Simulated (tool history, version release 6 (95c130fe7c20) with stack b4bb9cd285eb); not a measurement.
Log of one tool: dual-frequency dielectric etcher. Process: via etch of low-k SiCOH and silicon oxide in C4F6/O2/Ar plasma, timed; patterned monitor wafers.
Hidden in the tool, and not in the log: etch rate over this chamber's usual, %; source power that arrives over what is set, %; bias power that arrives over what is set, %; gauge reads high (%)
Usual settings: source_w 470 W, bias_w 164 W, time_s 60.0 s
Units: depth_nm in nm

| run | hour | source_w | bias_w | time_s | wafers since the last listed run | hours since the last wet clean | hours since the last source power generator calibration | hours since the last bias power generator calibration | hours since the last upper electrode change | hours since the gauge calibration | read-back reference wafer on the same gauge, depth_nm | depth_nm |
|---|---|---|---|---|---|---|---|---|---|---|---|---|
| 1 | 0.0 | 470 | 164 | 60.0 | 0 | 194.3 | 3231.1 | 3531.1 | 4703.3 | 820.1 | 160.0 | 170.1 |
| 2 | 53.8 | 470 | 164 | 68.5 | 912 | 248.1 | 3284.9 | 3584.9 | 4757.1 | 873.9 | 159.8 | 194.2 |
| 3 | 82.4 | 470 | 164 | 68.5 | 484 | 276.7 | 3313.5 | 3613.5 | 4785.7 | 902.5 | 159.9 | 192.0 |
| 4 | 125.5 | 390 | 164 | 60.0 | 730 | 319.8 | 3356.6 | 3656.6 | 4828.8 | 945.6 | 159.9 | 155.7 |
| 5 | 192.2 | 390 | 164 | 60.0 | 1130 | 386.5 | 3423.3 | 3723.3 | 4895.5 | 1012.3 | 159.9 | 156.7 |
| 6 | 242.6 | 390 | 164 | 60.0 | 854 | 436.9 | 3473.7 | 3773.7 | 4945.9 | 1062.7 | 160.2 | 157.6 |
| 7 | 301.2 | 470 | 164 | 60.0 | 993 | 495.5 | 3532.3 | 3832.3 | 5004.5 | 1121.3 | 160.3 | 171.1 |
|  | 326.1 | wet clean of the chamber |
| 8 | 343.5 | 470 | 164 | 60.0 | 310 | 17.4 | 3574.6 | 3874.6 | 5046.8 | 1163.6 | 159.9 | 152.5 |
| 9 | 468.4 | 470 | 180 | 60.0 | 2117 | 142.3 | 3699.5 | 3999.5 | 5171.7 | 1288.5 | 159.9 | 158.9 |
| 10 | 498.2 | 470 | 180 | 60.0 | 505 | 172.1 | 3729.3 | 4029.3 | 5201.5 | 1318.3 | 160.2 | 158.5 |
| 11 | 553.9 | 470 | 180 | 60.0 | 944 | 227.8 | 3785.0 | 4085.0 | 5257.2 | 1374.0 | 159.8 | 159.2 |
|  | 579.7 | wet clean of the chamber, repeated, since the last time left the tool worse |
| 12 | 588.8 | 470 | 164 | 60.0 | 184 | 9.1 | 3819.9 | 4119.9 | 5292.1 | 1408.9 | 160.0 | 163.8 |
| 13 | 660.1 | 470 | 164 | 60.0 | 1208 | 80.4 | 3891.2 | 4191.2 | 5363.4 | 1480.2 | 160.1 | 165.8 |
|  | 691.8 | gauge calibrated |
| 14 | 701.0 | 500 | 164 | 51.5 | 693 | 121.3 | 3932.1 | 4232.1 | 5404.3 | 9.2 | 159.9 | 146.3 |
|  | 752.1 | upper electrode replaced |
| 15 | 752.6 | 470 | 180 | 60.0 | 467 | 172.9 | 3983.7 | 4283.7 | 0.5 | 60.8 | 160.4 | 169.0 |
| 16 | 792.2 | 590 | 164 | 60.0 | 671 | 212.5 | 4023.3 | 4323.3 | 40.1 | 100.4 | 160.1 | 186.3 |
|  | 803.7 | bias power generator calibrated |
| 17 | 821.0 | 550 | 147 | 75.0 | 420 | 241.3 | 4052.1 | 17.3 | 68.9 | 129.2 | 160.1 | 220.3 |
| 18 | 864.0 | 470 | 164 | 75.0 | 728 | 284.3 | 4095.1 | 60.3 | 111.9 | 172.2 | 160.3 | 211.6 |
| 19 | 914.9 | 440 | 152 | 53.5 | 862 | 335.2 | 4146.0 | 111.2 | 162.8 | 223.1 | 160.0 | 143.7 |
| 20 | 951.8 | 470 | 164 | 60.0 | 625 | 372.1 | 4182.9 | 148.1 | 199.7 | 260.0 | 160.0 | 171.1 |
|  | 979.9 | source power generator calibrated |
| 21 | 980.4 | 430 | 149 | 54.5 | 417 | 400.7 | 0.5 | 176.7 | 228.3 | 288.6 | 159.9 | 144.8 |
| 22 | 1018.5 | 470 | 164 | 60.0 | 645 | 438.8 | 38.6 | 214.8 | 266.4 | 326.7 | 160.4 | 170.6 |
| 23 | 1073.8 | 530 | 181 | 42.5 | 937 | 494.1 | 93.9 | 270.1 | 321.7 | 382.0 | 159.8 | 131.8 |
| 24 | 1123.8 | 470 | 181 | 78.0 | 847 | 544.1 | 143.9 | 320.1 | 371.7 | 432.0 | 160.2 | 228.8 |
|  | 1201.5 | wet clean of the chamber |
| 25 | 1202.0 | 470 | 164 | 60.0 | 918 | 0.5 | 222.1 | 398.3 | 449.9 | 510.2 | 160.2 | 165.5 |
| 26 | 1245.5 | 470 | 164 | 60.0 | 737 | 44.0 | 265.6 | 441.8 | 493.4 | 553.7 | 160.0 | 164.8 |
| 27 | 1313.5 | 470 | 164 | 50.0 | 1152 | 112.0 | 333.6 | 509.8 | 561.4 | 621.7 | 160.1 | 139.5 |
| 28 | 1376.8 | 390 | 193 | 68.0 | 1073 | 175.3 | 396.9 | 573.1 | 624.7 | 685.0 | 160.5 | 179.1 |

5 ways to go on from here, each from the tool as it stands after run 28. What would each give?
| A | 1377.2 | 530 | 164 | 60.0 | 6 | 175.7 | 397.3 | 573.5 | 625.1 | 685.4 | ? | ? |
| B | 1377.2 | 550 | 164 | 60.0 | 6 | 175.7 | 397.3 | 573.5 | 625.1 | 685.4 | ? | ? |
| C | 1377.2 | 420 | 164 | 60.0 | 6 | 175.7 | 397.3 | 573.5 | 625.1 | 685.4 | ? | ? |
| D | 1377.2 | 470 | 192 | 60.0 | 6 | 175.7 | 397.3 | 573.5 | 625.1 | 685.4 | ? | ? |
| E | 1377.2 | 470 | 193 | 60.0 | 6 | 175.7 | 397.3 | 573.5 | 625.1 | 685.4 | ? | ? |

| run | read-back reference wafer on the same gauge, depth_nm | depth_nm |
|---|---|---|
| A | 159.9 | 178.2 |
| B | 159.9 | 181.3 |
| C | 159.9 | 159.8 |
| D | 159.9 | 174.6 |
| E | 159.9 | 174.9 |
Without the tool's hidden state the same runs would have given:
| run | depth_nm |
|---|---|
| A | 176.5 |
| B | 179.6 |
| C | 158.3 |
| D | 173.0 |
| E | 173.2 |

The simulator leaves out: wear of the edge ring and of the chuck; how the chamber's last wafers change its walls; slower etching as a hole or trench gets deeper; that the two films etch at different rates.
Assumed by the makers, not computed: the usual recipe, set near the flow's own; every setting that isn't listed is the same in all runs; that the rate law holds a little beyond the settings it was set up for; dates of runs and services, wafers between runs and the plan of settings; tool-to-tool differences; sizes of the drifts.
